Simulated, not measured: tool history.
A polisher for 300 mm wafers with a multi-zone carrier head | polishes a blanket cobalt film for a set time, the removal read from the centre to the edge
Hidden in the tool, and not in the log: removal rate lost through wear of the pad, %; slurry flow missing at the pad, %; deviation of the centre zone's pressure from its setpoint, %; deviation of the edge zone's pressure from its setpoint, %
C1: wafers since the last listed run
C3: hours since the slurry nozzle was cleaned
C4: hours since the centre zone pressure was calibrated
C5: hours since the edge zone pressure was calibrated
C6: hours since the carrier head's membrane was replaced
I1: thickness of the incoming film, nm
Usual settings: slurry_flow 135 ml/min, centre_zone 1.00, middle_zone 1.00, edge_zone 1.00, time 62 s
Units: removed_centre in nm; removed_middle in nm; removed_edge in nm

Run 1, hour 0.0: usual settings but centre_zone 1.09, time 67 s; C1 0; wafers polished on this pad 973; C3 785.6; C4 831.0; C5 142.6; C6 836.8; I1 1442.2. Result: removed_centre 239.4 nm, removed_middle 211.1 nm, removed_edge 197.3 nm.
At hour 11.0: slurry nozzle cleaned.
Run 2, hour 65.4: usual settings but centre_zone 1.09, time 67 s; C1 456; wafers polished on this pad 1429; C3 54.4; C4 896.4; C5 208.0; C6 902.2; I1 1422.2. Result: removed_centre 243.6 nm, removed_middle 207.5 nm, removed_edge 196.6 nm.
Run 3, hour 96.7: usual settings but centre_zone 1.09, time 67 s; C1 221; wafers polished on this pad 1651; C3 85.7; C4 927.7; C5 239.3; C6 933.5; I1 1443.0. Result: removed_centre 243.6 nm, removed_middle 207.6 nm, removed_edge 197.1 nm.
At hour 101.1: worn pad replaced by a new one.
Run 4, hour 165.8: usual settings but slurry_flow 115 ml/min, time 47 s; C1 461; wafers polished on this pad 458; C3 154.8; C4 996.8; C5 308.4; C6 1002.6; I1 1435.1. Result: removed_centre 150.9 nm, removed_middle 141.2 nm, removed_edge 136.2 nm.
At hour 294.0: worn pad replaced by a new one.
Run 5, hour 377.3: usual settings but centre_zone 0.93; C1 1470; wafers polished on this pad 590; C3 366.3; C4 1208.3; C5 519.9; C6 1214.1; I1 1465.8. Result: removed_centre 196.7 nm, removed_middle 192.1 nm, removed_edge 183.9 nm.
Run 6, hour 424.1: usual settings but centre_zone 0.93; C1 331; wafers polished on this pad 922; C3 413.1; C4 1255.1; C5 566.7; C6 1260.9; I1 1411.4. Result: removed_centre 188.9 nm, removed_middle 192.4 nm, removed_edge 183.2 nm.
At hour 444.1: edge zone pressure recalibrated.
At hour 478.6: worn pad replaced by a new one.
At hour 549.4: centre zone pressure recalibrated.
Run 7, hour 599.4: usual settings but time 51 s; C1 1185; wafers polished on this pad 842; C3 588.4; C4 50.0; C5 155.3; C6 1436.2; I1 1445.5. Result: removed_centre 160.3 nm, removed_middle 158.8 nm, removed_edge 150.9 nm.
At hour 655.0: slurry nozzle cleaned.
Run 8, hour 656.7: usual settings; C1 399; wafers polished on this pad 1241; C3 1.7; C4 107.3; C5 212.6; C6 1493.5; I1 1425.6. Result: removed_centre 193.6 nm, removed_middle 191.1 nm, removed_edge 184.2 nm.
At hour 661.4: worn pad replaced by a new one.
Run 9, hour 683.1: usual settings; C1 158; wafers polished on this pad 153; C3 28.1; C4 133.7; C5 239.0; C6 1519.9; I1 1432.7. Result: removed_centre 194.3 nm, removed_middle 192.1 nm, removed_edge 184.0 nm.
Run 10, hour 740.1: usual settings but slurry_flow 180 ml/min, middle_zone 1.04, edge_zone 0.96; C1 404; wafers polished on this pad 558; C3 85.1; C4 190.7; C5 296.0; C6 1576.9; I1 1454.8. Result: removed_centre 211.5 nm, removed_middle 206.2 nm, removed_edge 185.8 nm.
Run 11, hour 795.4: usual settings but centre_zone 0.93, middle_zone 1.05; C1 392; wafers polished on this pad 950; C3 140.4; C4 246.0; C5 351.3; C6 1632.2; I1 1454.5. Result: removed_centre 184.7 nm, removed_middle 199.8 nm, removed_edge 181.4 nm.
At hour 805.6: carrier head's membrane replaced by a new one.
Run 12, hour 849.9: usual settings but edge_zone 0.93; C1 350; wafers polished on this pad 1300; C3 194.9; C4 300.5; C5 405.8; C6 44.3; I1 1424.9. Result: removed_centre 195.8 nm, removed_middle 193.3 nm, removed_edge 176.9 nm.
At hour 887.5: worn pad replaced by a new one.
Run 13, hour 900.6: usual settings but slurry_flow 125 ml/min; C1 331; wafers polished on this pad 93; C3 245.6; C4 351.2; C5 456.5; C6 95.0; I1 1419.8. Result: removed_centre 194.0 nm, removed_middle 190.0 nm, removed_edge 180.1 nm.
Run 14, hour 967.7: usual settings but centre_zone 0.96, time 52 s; C1 475; wafers polished on this pad 568; C3 312.7; C4 418.3; C5 523.6; C6 162.1; I1 1431.5. Result: removed_centre 160.3 nm, removed_middle 161.3 nm, removed_edge 151.8 nm.
Run 15, hour 1020.2: usual settings; C1 372; wafers polished on this pad 940; C3 365.2; C4 470.8; C5 576.1; C6 214.6; I1 1447.2. Result: removed_centre 201.7 nm, removed_middle 190.2 nm, removed_edge 180.7 nm.
Run 16, hour 1060.2: usual settings but middle_zone 1.05; C1 283; wafers polished on this pad 1224; C3 405.2; C4 510.8; C5 616.1; C6 254.6; I1 1416.7. Result: removed_centre 198.0 nm, removed_middle 200.1 nm, removed_edge 184.1 nm.

Hidden state or all else? Some run-to-run changes of removed_centre, split into what the settings, what came in and random variation would give without the hidden state, and what is left for the hidden state (with any gauge scatter that isn't in both results):
Run 3 -> 4: slurry_flow 135 -> 115, centre_zone 1.09 -> 1.00, time 67 -> 47, worn pad replaced by a new one. removed_centre -92.7 nm: hidden state -4.6, all else -88.1.
Run 6 -> 7: centre_zone 0.93 -> 1.00, time 62 -> 51, edge zone pressure recalibrated, worn pad replaced by a new one, centre zone pressure recalibrated. removed_centre -28.6 nm: hidden state -14.2, all else -14.4.
